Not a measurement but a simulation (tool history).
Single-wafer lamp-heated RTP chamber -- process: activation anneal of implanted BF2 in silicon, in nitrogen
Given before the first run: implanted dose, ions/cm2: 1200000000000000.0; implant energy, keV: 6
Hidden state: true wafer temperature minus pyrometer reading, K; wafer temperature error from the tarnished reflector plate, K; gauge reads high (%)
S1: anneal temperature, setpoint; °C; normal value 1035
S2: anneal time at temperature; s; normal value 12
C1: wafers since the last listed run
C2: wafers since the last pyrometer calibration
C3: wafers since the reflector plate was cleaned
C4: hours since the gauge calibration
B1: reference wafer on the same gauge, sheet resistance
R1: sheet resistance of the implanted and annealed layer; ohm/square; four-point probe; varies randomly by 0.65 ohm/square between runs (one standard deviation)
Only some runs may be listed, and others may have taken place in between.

run,day,S1,S2,C1,C2,C3,C4,B1,R1
1,0,1035,12,0,2495,5799,820.8,210.08,177.08
2,2.217,1035,12,763,3259,6563,874,210,177.55
# day 2.775: reflector plate cleaned
3,4.683,1035,12,735,3994,657,933.2,210.14,180.44
4,5.688,1035,12,346,4341,1003,957.3,210.28,180.11
5,6.888,1035,12,413,4754,1416,986.1,209.92,179.32
6,8.812,1035,12,663,5418,2080,1032.3,210.29,179.41
7,11.583,1035,12,954,6373,3035,1098.8,209.89,178.85
# day 12.342: pyrometer window cleaned and pyrometer calibrated
8,13.9,1035,12,683,536,3718,1154.4,210.3,178.5
9,20.692,1035,10,2340,2877,6059,1317.4,209.95,186.78
10,24.546,1035,15,1328,4205,7387,1409.9,210.07,168.65
# day 25.354: gauge calibrated
# day 26.121: reflector plate cleaned
11,27.038,1035,15,743,4949,315,40.4,209.81,171.27
12,28.938,1035,15,654,5604,970,86,210.2,169.55
# day 29.933: pyrometer window cleaned and pyrometer calibrated
13,30.679,1050,12,485,256,1456,127.8,209.72,158.2
14,33.529,1035,14,982,1239,2438,196.2,209.96,171.46
15,35.971,1035,7,841,2080,3279,254.8,210.05,207.35
16,37.025,1035,7,363,2444,3643,280.1,209.92,207.62
17,39.862,1035,12,977,3422,4621,348.2,209.74,177.04
18,41.858,1035,17,687,4110,5309,396.1,209.92,163.62
19,43.242,1035,12,476,4586,5785,429.3,209.84,177.09
# day 45.529: reflector plate cleaned
# day 47.358: pyrometer window cleaned and pyrometer calibrated
20,49.1,1021,5,1789,599,1115,569.9,210.1,266.85
21,50.371,1047,16,438,1037,1553,600.4,209.87,153.14
22,53.012,1035,12,910,1948,2464,663.8,210.3,178.39
23,55.708,1018,5,929,2877,3393,728.5,209.93,273.81
24,58.458,1035,12,947,3825,4341,794.5,210.12,176.94
25,61.212,1035,16,949,4774,5290,860.6,209.85,166
26,63.888,1035,12,921,5696,6212,924.8,210.03,177.19
27,66,1035,12,728,6424,6940,975.5,210,177.17
# day 67.317: reflector plate cleaned
28,67.721,1058,7,478,6902,139,1016.8,210.33,173.36
# day 69.15: pyrometer window cleaned and pyrometer calibrated
29,69.383,1027,12,458,79,597,1056.7,210.05,197.6
30,71.662,1021,12,785,865,1382,1111.4,209.92,208.42
31,73.388,1014,17,594,1460,1977,1152.8,209.91,199.99
32,74.812,1009,9,491,1951,2468,1187,209.56,257.2
33,76.042,1021,12,423,2374,2892,1216.5,209.65,206.95
34,78.204,1055,15,745,3120,3637,1268.4,209.81,148.43
35,79.842,1035,9,564,3684,4201,1307.7,209.91,191.52
36,82.754,1011,8,1003,4688,5205,1377.6,210.06,258.38
# day 83.004: gauge calibrated
37,84.717,1014,5,676,5364,5881,41.1,209.84,280.78

Subtracting, for every run, the result it would have given without the tool's unlogged condition from the measured result gives the following. The same run-to-run variation enters both numbers; the gauge's scatter may not:
run,R1
1,-5.14
2,-5.27
3,-1.56
4,-2.09
5,-2.62
6,-3.3
7,-4
8,-4.39
9,-5.55
10,-4.25
11,-0.58
12,-1.48
13,-1.54
14,-3.02
15,-4.88
16,-5.1
17,-4.43
18,-3.32
19,-4.69
20,-3.4
21,-1.63
22,-3.67
23,-6.23
24,-4.56
25,-3.73
26,-4.98
27,-5.06
28,-0.24
29,-1.66
30,-3.17
31,-3.76
32,-5.24
33,-4.81
34,-1.89
35,-4.99
36,-6.98
37,-7.07
